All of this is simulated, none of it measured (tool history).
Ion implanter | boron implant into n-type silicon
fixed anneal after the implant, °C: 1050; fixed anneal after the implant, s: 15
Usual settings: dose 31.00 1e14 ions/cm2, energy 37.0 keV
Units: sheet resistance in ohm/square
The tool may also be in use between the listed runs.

run,hour,dose,energy,wafers since the last listed run,hours since the last dose calibration,hours since the extraction supply was calibrated,hours since the gauge calibration,"read-back reference wafer on the same gauge, sheet resistance",sheet resistance
1,0.0,24.42,37.0,0,609.6,1743.2,20.6,39.30,53.88
2,57.9,24.42,37.0,1116,667.5,1801.1,78.5,39.28,54.15
3,117.2,34.81,42.0,1143,726.8,1860.4,137.8,39.29,41.95
4,172.2,31.00,37.0,1060,781.8,1915.4,192.8,39.29,46.10
5,236.5,23.66,42.0,1239,846.1,1979.7,257.1,39.31,53.99
6,271.6,31.00,40.0,676,881.2,2014.8,292.2,39.32,45.32
7,333.8,31.00,40.0,1198,943.4,2077.0,354.4,39.28,45.19
8,376.6,31.00,37.0,825,986.2,2119.8,397.2,39.29,45.72
9,411.1,31.00,37.0,665,1020.7,2154.3,431.7,39.31,45.80
# hour 420.4: gauge calibrated
10,463.5,31.00,37.0,1010,1073.1,2206.7,43.1,39.27,45.62
11,494.1,35.82,42.5,589,1103.7,2237.3,73.7,39.30,40.78
# hour 523.0: Faraday cup replaced and dose calibrated
12,539.1,22.00,49.5,713,16.1,2282.3,118.7,39.31,58.10
13,582.1,31.00,40.0,828,59.1,2325.3,161.7,39.32,46.29
# hour 614.4: extraction supply calibrated
14,614.9,34.70,37.0,478,91.9,0.5,194.5,39.28,43.71
15,653.8,21.86,44.0,749,130.8,39.4,233.4,39.26,58.92
16,708.1,33.79,42.0,1046,185.1,93.7,287.7,39.25,43.29
17,769.8,27.79,24.5,1189,246.8,155.4,349.4,39.29,54.83
18,826.8,24.27,40.5,1098,303.8,212.4,406.4,39.30,54.22

Run 19 comes next. What will it give?
19,866.3,25.80,44.5,761,343.3,251.9,445.9,?,?

read-back reference wafer on the same gauge, sheet resistance: 39.30
sheet resistance: 51.34 ohm/square
Without the tool's hidden state the same run would have given sheet resistance 52.22 ohm/square.
